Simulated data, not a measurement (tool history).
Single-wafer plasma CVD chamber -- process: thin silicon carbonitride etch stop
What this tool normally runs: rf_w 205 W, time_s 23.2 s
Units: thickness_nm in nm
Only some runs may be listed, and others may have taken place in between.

| run | hour | rf_w | time_s | read-back reference wafer on the same gauge, thickness_nm | thickness_nm |
|---|---|---|---|---|---|
| 1 | 0.0 | 205 | 23.2 | 15.694 | 13.229 |
| 2 | 6.1 | 205 | 23.2 | 15.694 | 13.188 |
| 3 | 17.9 | 205 | 23.2 | 15.699 | 13.213 |
| 4 | 31.2 | 205 | 23.2 | 15.691 | 13.193 |
| 5 | 43.8 | 205 | 23.2 | 15.700 | 13.266 |
| 6 | 53.1 | 205 | 23.2 | 15.686 | 13.238 |
| 7 | 67.7 | 205 | 23.2 | 15.696 | 13.234 |
| 8 | 75.6 | 205 | 23.2 | 15.703 | 13.232 |
| 9 | 83.2 | 205 | 24.3 | 15.699 | 13.850 |
| 10 | 89.4 | 205 | 24.3 | 15.691 | 13.834 |
| 11 | 106.3 | 205 | 24.3 | 15.699 | 13.829 |
| 12 | 116.9 | 205 | 23.2 | 15.703 | 13.202 |
| 13 | 131.8 | 205 | 20.6 | 15.695 | 11.715 |
|  | 148.9 | RF generator calibrated |
| 14 | 149.4 | 230 | 19.5 | 15.705 | 11.860 |
| 15 | 162.4 | 230 | 19.5 | 15.692 | 11.815 |
| 16 | 171.1 | 235 | 23.2 | 15.702 | 14.109 |
|  | 183.8 | showerhead replaced |
| 17 | 184.3 | 205 | 23.2 | 15.703 | 13.554 |
| 18 | 192.2 | 205 | 23.2 | 15.705 | 13.521 |
|  | 196.7 | gauge calibrated |
| 19 | 200.7 | 245 | 21.1 | 15.705 | 12.972 |
| 20 | 210.2 | 205 | 23.2 | 15.692 | 13.542 |
| 21 | 218.0 | 190 | 19.0 | 15.706 | 10.826 |
| 22 | 231.7 | 205 | 23.2 | 15.699 | 13.555 |
| 23 | 248.2 | 205 | 20.9 | 15.699 | 12.196 |
| 24 | 258.0 | 170 | 23.2 | 15.703 | 12.765 |
| 25 | 271.0 | 170 | 27.6 | 15.696 | 15.166 |
| 26 | 285.1 | 190 | 25.4 | 15.700 | 14.418 |
| 27 | 302.3 | 205 | 23.2 | 15.690 | 13.479 |
| 28 | 313.8 | 170 | 21.3 | 15.703 | 11.690 |
| 29 | 325.8 | 205 | 23.2 | 15.692 | 13.464 |
| 30 | 338.2 | 235 | 26.5 | 15.697 | 16.068 |
| 31 | 354.4 | 205 | 23.2 | 15.706 | 13.435 |
|  | 364.7 | thermocouple changed; heater temperature recalibrated |
| 32 | 365.2 | 235 | 26.5 | 15.689 | 16.048 |
| 33 | 378.4 | 235 | 26.6 | 15.696 | 16.090 |
| 34 | 418.8 | 220 | 27.6 | 15.701 | 16.315 |
| 35 | 436.6 | 180 | 25.8 | 15.706 | 14.361 |
| 36 | 475.1 | 240 | 23.2 | 15.712 | 14.050 |

3 options for the next run, each taken on its own from the tool as it stands now. Forecast them:
| A | 475.5 | 175 | 23.2 | ? | ? |
| B | 475.5 | 235 | 24.5 | ? | ? |
| C | 475.5 | 205 | 26.6 | ? | ? |

| run | read-back reference wafer on the same gauge, thickness_nm | thickness_nm |
|---|---|---|
| A | 15.698 | 12.799 |
| B | 15.698 | 14.786 |
| C | 15.698 | 15.400 |
Without the tool's hidden state the same runs would have given:
| run | thickness_nm |
|---|---|
| A | 12.969 |
| B | 14.981 |
| C | 15.604 |
